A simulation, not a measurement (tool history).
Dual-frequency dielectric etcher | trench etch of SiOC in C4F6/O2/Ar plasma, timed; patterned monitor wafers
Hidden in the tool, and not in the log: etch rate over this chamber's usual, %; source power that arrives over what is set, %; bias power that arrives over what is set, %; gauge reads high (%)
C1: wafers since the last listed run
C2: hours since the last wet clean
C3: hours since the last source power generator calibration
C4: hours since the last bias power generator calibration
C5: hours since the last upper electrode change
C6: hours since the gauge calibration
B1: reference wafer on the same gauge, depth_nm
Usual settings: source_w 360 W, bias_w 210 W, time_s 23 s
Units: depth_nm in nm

run 1 day=0 | source_w=360 bias_w=210 time_s=23 | C1=0 C2=28.4 C3=752.3 C4=2595.4 C5=3122.8 C6=1230.7 | B1=48 | depth_nm=48.2
run 2 day=3 | source_w=360 bias_w=210 time_s=23 | C1=765 C2=100.4 C3=824.3 C4=2667.4 C5=3194.8 C6=1302.7 | B1=47.99 | depth_nm=48.37
run 3 day=6.217 | source_w=360 bias_w=210 time_s=23 | C1=820 C2=177.6 C3=901.5 C4=2744.6 C5=3272 C6=1379.9 | B1=47.99 | depth_nm=48.18
run 4 day=9.696 | source_w=360 bias_w=210 time_s=23 | C1=887 C2=261.1 C3=985 C4=2828.1 C5=3355.5 C6=1463.4 | B1=48 | depth_nm=47.95
run 5 day=12.129 | source_w=360 bias_w=210 time_s=23 | C1=621 C2=319.5 C3=1043.4 C4=2886.5 C5=3413.9 C6=1521.8 | B1=47.99 | depth_nm=48.13
run 6 day=16.617 | source_w=360 bias_w=210 time_s=23 | C1=1145 C2=427.2 C3=1151.1 C4=2994.2 C5=3521.6 C6=1629.5 | B1=48 | depth_nm=47.66
-- day=18.246 wet clean of the chamber
run 7 day=18.825 | source_w=360 bias_w=210 time_s=23 | C1=308 C2=13.9 C3=1204.1 C4=3047.2 C5=3574.6 C6=1682.5 | B1=48.03 | depth_nm=47.87
run 8 day=21.179 | source_w=360 bias_w=210 time_s=23 | C1=600 C2=70.4 C3=1260.6 C4=3103.7 C5=3631.1 C6=1739 | B1=48.01 | depth_nm=47.99
run 9 day=23.654 | source_w=400 bias_w=210 time_s=23 | C1=631 C2=129.8 C3=1320 C4=3163.1 C5=3690.5 C6=1798.4 | B1=47.98 | depth_nm=50.56
run 10 day=26.312 | source_w=400 bias_w=210 time_s=23 | C1=678 C2=193.6 C3=1383.8 C4=3226.9 C5=3754.3 C6=1862.2 | B1=47.98 | depth_nm=50.88
run 11 day=27.833 | source_w=360 bias_w=210 time_s=23 | C1=388 C2=230.1 C3=1420.3 C4=3263.4 C5=3790.8 C6=1898.7 | B1=48.04 | depth_nm=48.37
run 12 day=31.504 | source_w=360 bias_w=210 time_s=23 | C1=936 C2=318.2 C3=1508.4 C4=3351.5 C5=3878.9 C6=1986.8 | B1=47.99 | depth_nm=48.23
run 13 day=35.046 | source_w=360 bias_w=248 time_s=23 | C1=903 C2=403.2 C3=1593.4 C4=3436.5 C5=3963.9 C6=2071.8 | B1=48.03 | depth_nm=51.39
-- day=37.404 wet clean of the chamber
run 14 day=37.425 | source_w=360 bias_w=210 time_s=23 | C1=351 C2=0.5 C3=1650.5 C4=3493.6 C5=4021 C6=2128.9 | B1=48 | depth_nm=47.93
-- day=40.367 bias power generator calibrated
run 15 day=41.388 | source_w=390 bias_w=210 time_s=23 | C1=968 C2=95.6 C3=1745.6 C4=24.5 C5=4116.1 C6=2224 | B1=48 | depth_nm=50.16
-- day=44.988 upper electrode replaced
run 16 day=45.512 | source_w=410 bias_w=210 time_s=23 | C1=797 C2=194.6 C3=1844.6 C4=123.5 C5=12.6 C6=2323 | B1=48 | depth_nm=51.14
run 17 day=48.6 | source_w=280 bias_w=178 time_s=18 | C1=787 C2=268.7 C3=1918.7 C4=197.6 C5=86.7 C6=2397.1 | B1=47.99 | depth_nm=31.17
run 18 day=51.3 | source_w=360 bias_w=183 time_s=26 | C1=689 C2=333.5 C3=1983.5 C4=262.4 C5=151.5 C6=2461.9 | B1=48 | depth_nm=51.41
-- day=51.725 gauge calibrated
run 19 day=55.354 | source_w=310 bias_w=238 time_s=20.5 | C1=1034 C2=430.8 C3=2080.8 C4=359.7 C5=248.8 C6=87.1 | B1=47.97 | depth_nm=41.9
-- day=58.021 wet clean of the chamber
-- day=58.042 source power generator calibrated
run 20 day=58.571 | source_w=360 bias_w=210 time_s=23 | C1=560 C2=13.2 C3=12.7 C4=436.9 C5=326 C6=164.3 | B1=48.01 | depth_nm=47.96
run 21 day=60.117 | source_w=390 bias_w=210 time_s=16.5 | C1=394 C2=50.3 C3=49.8 C4=474 C5=363.1 C6=201.4 | B1=47.98 | depth_nm=35.69
run 22 day=62.45 | source_w=390 bias_w=261 time_s=29 | C1=595 C2=106.3 C3=105.8 C4=530 C5=419.1 C6=257.4 | B1=48.05 | depth_nm=68.55
run 23 day=64.696 | source_w=360 bias_w=168 time_s=20.5 | C1=573 C2=160.2 C3=159.7 C4=583.9 C5=473 C6=311.3 | B1=47.99 | depth_nm=39.38
run 24 day=68.267 | source_w=270 bias_w=175 time_s=18.5 | C1=911 C2=245.9 C3=245.4 C4=669.6 C5=558.7 C6=397 | B1=47.98 | depth_nm=31.67
-- day=78.162 wet clean of the chamber
run 25 day=78.208 | source_w=360 bias_w=210 time_s=23 | C1=2282 C2=1.1 C3=484 C4=908.2 C5=797.3 C6=635.6 | B1=48 | depth_nm=48.06
run 26 day=81.067 | source_w=360 bias_w=210 time_s=23 | C1=729 C2=69.7 C3=552.6 C4=976.8 C5=865.9 C6=704.2 | B1=47.97 | depth_nm=47.94
run 27 day=84.354 | source_w=400 bias_w=248 time_s=28.5 | C1=839 C2=148.6 C3=631.5 C4=1055.7 C5=944.8 C6=783.1 | B1=47.96 | depth_nm=66.81
run 28 day=86.571 | source_w=330 bias_w=163 time_s=23 | C1=565 C2=201.8 C3=684.7 C4=1108.9 C5=998 C6=836.3 | B1=47.99 | depth_nm=41.96
run 29 day=89.217 | source_w=410 bias_w=210 time_s=23 | C1=675 C2=265.3 C3=748.2 C4=1172.4 C5=1061.5 C6=899.8 | B1=48.01 | depth_nm=51.02

Forecast each of these 5 alternatives for the next run:
run A day=89.233 | source_w=360 bias_w=210 time_s=23 | C1=4 C2=265.7 C3=748.6 C4=1172.8 C5=1061.9 C6=900.2 | B1=? | depth_nm=?
run B day=89.233 | source_w=360 bias_w=239 time_s=23 | C1=4 C2=265.7 C3=748.6 C4=1172.8 C5=1061.9 C6=900.2 | B1=? | depth_nm=?
run C day=89.233 | source_w=360 bias_w=166 time_s=23 | C1=4 C2=265.7 C3=748.6 C4=1172.8 C5=1061.9 C6=900.2 | B1=? | depth_nm=?
run D day=89.233 | source_w=390 bias_w=161 time_s=30 | C1=4 C2=265.7 C3=748.6 C4=1172.8 C5=1061.9 C6=900.2 | B1=? | depth_nm=?
run E day=89.233 | source_w=430 bias_w=182 time_s=17 | C1=4 C2=265.7 C3=748.6 C4=1172.8 C5=1061.9 C6=900.2 | B1=? | depth_nm=?

run=A B1=48.02 depth_nm=48.47
run=B B1=48.02 depth_nm=50.98
run=C B1=48.02 depth_nm=44.26
run=D B1=48.02 depth_nm=59.22
run=E B1=48.02 depth_nm=36.77
Without the tool's hidden state the same runs would have given:
run=A depth_nm=48.47
run=B depth_nm=50.98
run=C depth_nm=44.26
run=D depth_nm=59.22
run=E depth_nm=36.77

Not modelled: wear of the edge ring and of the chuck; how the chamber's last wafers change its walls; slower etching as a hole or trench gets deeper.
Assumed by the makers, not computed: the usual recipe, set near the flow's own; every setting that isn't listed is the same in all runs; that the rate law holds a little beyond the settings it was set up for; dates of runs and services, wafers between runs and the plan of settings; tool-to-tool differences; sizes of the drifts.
